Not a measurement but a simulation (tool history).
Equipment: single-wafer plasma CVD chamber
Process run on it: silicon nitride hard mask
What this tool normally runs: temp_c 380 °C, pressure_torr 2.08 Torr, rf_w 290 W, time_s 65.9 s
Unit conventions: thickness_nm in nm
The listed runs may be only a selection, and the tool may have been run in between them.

| run | day | temp_c | pressure_torr | rf_w | time_s | wafers since the last listed run | hours since the last thermocouple change | hours since the last RF generator calibration | hours since the last manometer calibration | hours since the showerhead was replaced | hours since the gauge calibration | read-back reference wafer on the same gauge, thickness_nm | thickness_nm |
|---|---|---|---|---|---|---|---|---|---|---|---|---|---|
| 1 | 0.000 | 380 | 2.48 | 290 | 65.9 | 0 | 1634.6 | 1890.4 | 1499.0 | 5704.0 | 2348.2 | 89.103 | 80.140 |
| 2 | 2.333 | 380 | 2.48 | 290 | 65.9 | 866 | 1690.6 | 1946.4 | 1555.0 | 5760.0 | 2404.2 | 89.048 | 80.582 |
| 3 | 4.017 | 385 | 1.76 | 290 | 65.9 | 624 | 1731.0 | 1986.8 | 1595.4 | 5800.4 | 2444.6 | 89.088 | 73.948 |
| 4 | 6.662 | 385 | 1.76 | 290 | 65.9 | 982 | 1794.5 | 2050.3 | 1658.9 | 5863.9 | 2508.1 | 89.234 | 73.897 |
| 5 | 8.821 | 385 | 1.76 | 290 | 65.9 | 801 | 1846.3 | 2102.1 | 1710.7 | 5915.7 | 2559.9 | 89.135 | 74.888 |
| 6 | 10.792 | 380 | 2.08 | 290 | 65.9 | 731 | 1893.6 | 2149.4 | 1758.0 | 5963.0 | 2607.2 | 89.159 | 76.708 |
|  | 13.838 | RF generator calibrated |
| 7 | 15.858 | 380 | 2.08 | 290 | 65.9 | 1756 | 2015.2 | 48.5 | 1879.6 | 6084.6 | 2728.8 | 89.060 | 79.562 |
| 8 | 18.162 | 380 | 2.08 | 290 | 65.9 | 855 | 2070.5 | 103.8 | 1934.9 | 6139.9 | 2784.1 | 89.104 | 79.857 |
| 9 | 26.925 | 392 | 2.08 | 290 | 76.0 | 3252 | 2280.8 | 314.1 | 2145.2 | 6350.2 | 2994.4 | 89.019 | 90.800 |
|  | 27.908 | gauge calibrated |
|  | 28.533 | thermocouple changed; heater temperature recalibrated |
| 10 | 29.700 | 380 | 2.08 | 290 | 71.0 | 906 | 28.0 | 380.7 | 2211.8 | 6416.8 | 43.0 | 89.175 | 85.680 |
| 11 | 32.396 | 380 | 2.08 | 290 | 60.9 | 1000 | 92.7 | 445.4 | 2276.5 | 6481.5 | 107.7 | 88.988 | 73.297 |
| 12 | 34.792 | 374 | 2.32 | 290 | 53.1 | 889 | 150.2 | 502.9 | 2334.0 | 6539.0 | 165.2 | 89.037 | 64.730 |
| 13 | 37.388 | 380 | 2.08 | 290 | 65.9 | 963 | 212.5 | 565.2 | 2396.3 | 6601.3 | 227.5 | 89.019 | 79.439 |
| 14 | 40.138 | 385 | 1.62 | 340 | 73.3 | 1020 | 278.5 | 631.2 | 2462.3 | 6667.3 | 293.5 | 89.050 | 93.830 |
|  | 41.821 | capacitance manometer re-zeroed and calibrated |
| 15 | 42.975 | 380 | 1.86 | 290 | 61.4 | 929 | 346.6 | 699.3 | 27.7 | 6735.4 | 361.6 | 89.074 | 71.869 |
|  | 43.725 | showerhead replaced |
| 16 | 44.700 | 380 | 2.08 | 290 | 65.9 | 516 | 388.0 | 740.7 | 69.1 | 23.4 | 403.0 | 89.115 | 78.866 |
| 17 | 46.812 | 380 | 2.52 | 265 | 70.9 | 784 | 438.7 | 791.4 | 119.8 | 74.1 | 453.7 | 89.018 | 81.830 |
| 18 | 48.796 | 380 | 2.43 | 235 | 65.9 | 736 | 486.3 | 839.0 | 167.4 | 121.7 | 501.3 | 88.969 | 68.648 |
| 19 | 50.912 | 380 | 2.08 | 290 | 65.9 | 785 | 537.1 | 889.8 | 218.2 | 172.5 | 552.1 | 89.190 | 78.307 |
| 20 | 53.100 | 380 | 2.08 | 290 | 65.9 | 811 | 589.6 | 942.3 | 270.7 | 225.0 | 604.6 | 89.098 | 78.776 |
| 21 | 54.700 | 392 | 1.83 | 305 | 54.7 | 593 | 628.0 | 980.7 | 309.1 | 263.4 | 643.0 | 89.026 | 66.253 |
| 22 | 56.792 | 375 | 2.08 | 290 | 65.9 | 776 | 678.2 | 1030.9 | 359.3 | 313.6 | 693.2 | 89.165 | 79.146 |
| 23 | 58.138 | 380 | 2.08 | 290 | 65.9 | 499 | 710.5 | 1063.2 | 391.6 | 345.9 | 725.5 | 89.087 | 77.604 |
| 24 | 61.071 | 380 | 2.08 | 290 | 65.9 | 1088 | 780.9 | 1133.6 | 462.0 | 416.3 | 795.9 | 89.116 | 78.547 |
| 25 | 63.917 | 380 | 2.08 | 290 | 73.3 | 1056 | 849.2 | 1201.9 | 530.3 | 484.6 | 864.2 | 89.127 | 87.202 |
| 26 | 65.846 | 380 | 1.63 | 290 | 73.4 | 716 | 895.5 | 1248.2 | 576.6 | 530.9 | 910.5 | 89.037 | 82.541 |
| 27 | 68.833 | 393 | 2.08 | 235 | 65.9 | 1108 | 967.2 | 1319.9 | 648.3 | 602.6 | 982.2 | 89.187 | 64.981 |
| 28 | 71.075 | 391 | 2.33 | 325 | 65.9 | 832 | 1021.0 | 1373.7 | 702.1 | 656.4 | 1036.0 | 89.044 | 86.500 |

Some steps in thickness_nm between neighbouring runs. How much of each would the tool show without its hidden state too (settings, what came in, random variation), and how much is left for the hidden state, with any gauge scatter that isn't in both results?
Unlogged tool condition in this case: wafer temperature above the value expected at the setpoint (K); delivered RF power above the setpoint (%); true pressure above the setpoint (%); gauge reads high (%).
Run 6 -> 7: RF generator calibrated. thickness_nm +2.854 nm: hidden state +3.050, all else -0.196.
Run 14 -> 15: temp_c 385 -> 380, pressure_torr 1.62 -> 1.86, rf_w 340 -> 290, time_s 73.3 -> 61.4, capacitance manometer re-zeroed and calibrated. thickness_nm -21.961 nm: hidden state +0.125, all else -22.086.
Run 27 -> 28: temp_c 393 -> 391, pressure_torr 2.08 -> 2.33, rf_w 235 -> 325. thickness_nm +21.519 nm: hidden state -0.420, all else +21.939.
